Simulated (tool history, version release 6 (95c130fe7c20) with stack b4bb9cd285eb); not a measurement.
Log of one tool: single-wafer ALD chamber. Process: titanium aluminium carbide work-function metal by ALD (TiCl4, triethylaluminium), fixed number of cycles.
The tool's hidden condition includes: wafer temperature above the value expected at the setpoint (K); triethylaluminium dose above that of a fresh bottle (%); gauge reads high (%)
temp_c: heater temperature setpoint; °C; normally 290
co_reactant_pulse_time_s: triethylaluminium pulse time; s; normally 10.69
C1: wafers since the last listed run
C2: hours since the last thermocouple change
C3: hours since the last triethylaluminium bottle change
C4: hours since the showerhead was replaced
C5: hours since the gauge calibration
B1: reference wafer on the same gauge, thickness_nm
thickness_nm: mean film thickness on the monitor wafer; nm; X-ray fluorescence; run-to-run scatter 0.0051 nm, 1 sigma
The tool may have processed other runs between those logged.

run 1 day=0 | temp_c=290 co_reactant_pulse_time_s=9.65 | C1=0 C2=2554.5 C3=881.6 C4=4377.7 C5=15.8 | B1=1.97 | thickness_nm=2.045
run 2 day=0.538 | temp_c=290 co_reactant_pulse_time_s=9.65 | C1=169 C2=2567.4 C3=894.5 C4=4390.6 C5=28.7 | B1=1.969 | thickness_nm=2.046
run 3 day=0.9 | temp_c=290 co_reactant_pulse_time_s=10.69 | C1=114 C2=2576.1 C3=903.2 C4=4399.3 C5=37.4 | B1=1.972 | thickness_nm=2.061
run 4 day=1.475 | temp_c=290 co_reactant_pulse_time_s=10.69 | C1=181 C2=2589.9 C3=917 C4=4413.1 C5=51.2 | B1=1.97 | thickness_nm=2.062
-- day=3.925 thermocouple changed; heater temperature recalibrated
-- day=4.204 triethylaluminium bottle replaced
run 5 day=4.225 | temp_c=280 co_reactant_pulse_time_s=10.69 | C1=672 C2=7.2 C3=0.5 C4=4479.1 C5=117.2 | B1=1.97 | thickness_nm=1.982
run 6 day=4.242 | temp_c=280 co_reactant_pulse_time_s=10.69 | C1=5 C2=7.6 C3=0.9 C4=4479.5 C5=117.6 | B1=1.969 | thickness_nm=1.977
run 7 day=4.446 | temp_c=290 co_reactant_pulse_time_s=10.69 | C1=64 C2=12.5 C3=5.8 C4=4484.4 C5=122.5 | B1=1.971 | thickness_nm=2.069
-- day=5.179 showerhead replaced
run 8 day=5.2 | temp_c=290 co_reactant_pulse_time_s=10.69 | C1=132 C2=30.6 C3=23.9 C4=0.5 C5=140.6 | B1=1.971 | thickness_nm=2.066
-- day=5.425 gauge calibrated
run 9 day=5.812 | temp_c=290 co_reactant_pulse_time_s=12.33 | C1=192 C2=45.3 C3=38.6 C4=15.2 C5=9.3 | B1=1.969 | thickness_nm=2.073
run 10 day=6.162 | temp_c=278 co_reactant_pulse_time_s=7.47 | C1=110 C2=53.7 C3=47 C4=23.6 C5=17.7 | B1=1.972 | thickness_nm=1.916
run 11 day=6.675 | temp_c=290 co_reactant_pulse_time_s=10.69 | C1=161 C2=66 C3=59.3 C4=35.9 C5=30 | B1=1.969 | thickness_nm=2.048
run 12 day=7.083 | temp_c=290 co_reactant_pulse_time_s=10.69 | C1=128 C2=75.8 C3=69.1 C4=45.7 C5=39.8 | B1=1.97 | thickness_nm=2.064
run 13 day=7.342 | temp_c=276 co_reactant_pulse_time_s=13.49 | C1=81 C2=82 C3=75.3 C4=51.9 C5=46 | B1=1.969 | thickness_nm=1.966
run 14 day=8.025 | temp_c=285 co_reactant_pulse_time_s=10.69 | C1=215 C2=98.4 C3=91.7 C4=68.3 C5=62.4 | B1=1.969 | thickness_nm=2.022
run 15 day=8.629 | temp_c=276 co_reactant_pulse_time_s=13.37 | C1=190 C2=112.9 C3=106.2 C4=82.8 C5=76.9 | B1=1.97 | thickness_nm=1.967
run 16 day=9.333 | temp_c=277 co_reactant_pulse_time_s=7.67 | C1=221 C2=129.8 C3=123.1 C4=99.7 C5=93.8 | B1=1.971 | thickness_nm=1.91

5 ways to go on from here, each from the tool as it stands after run 16. What would each give?
run A day=9.35 | temp_c=290 co_reactant_pulse_time_s=12.44 | C1=5 C2=130.2 C3=123.5 C4=100.1 C5=94.2 | B1=? | thickness_nm=?
run B day=9.35 | temp_c=294 co_reactant_pulse_time_s=10.69 | C1=5 C2=130.2 C3=123.5 C4=100.1 C5=94.2 | B1=? | thickness_nm=?
run C day=9.35 | temp_c=278 co_reactant_pulse_time_s=8.11 | C1=5 C2=130.2 C3=123.5 C4=100.1 C5=94.2 | B1=? | thickness_nm=?
run D day=9.35 | temp_c=283 co_reactant_pulse_time_s=9.18 | C1=5 C2=130.2 C3=123.5 C4=100.1 C5=94.2 | B1=? | thickness_nm=?
run E day=9.35 | temp_c=277 co_reactant_pulse_time_s=6.79 | C1=5 C2=130.2 C3=123.5 C4=100.1 C5=94.2 | B1=? | thickness_nm=?

run=A B1=1.97 thickness_nm=2.084
run=B B1=1.97 thickness_nm=2.1
run=C B1=1.97 thickness_nm=1.934
run=D B1=1.97 thickness_nm=1.991
run=E B1=1.97 thickness_nm=1.899
Without the tool's unlogged condition, the same runs would have read:
run=A thickness_nm=2.084
run=B thickness_nm=2.1
run=C thickness_nm=1.934
run=D thickness_nm=1.991
run=E thickness_nm=1.899

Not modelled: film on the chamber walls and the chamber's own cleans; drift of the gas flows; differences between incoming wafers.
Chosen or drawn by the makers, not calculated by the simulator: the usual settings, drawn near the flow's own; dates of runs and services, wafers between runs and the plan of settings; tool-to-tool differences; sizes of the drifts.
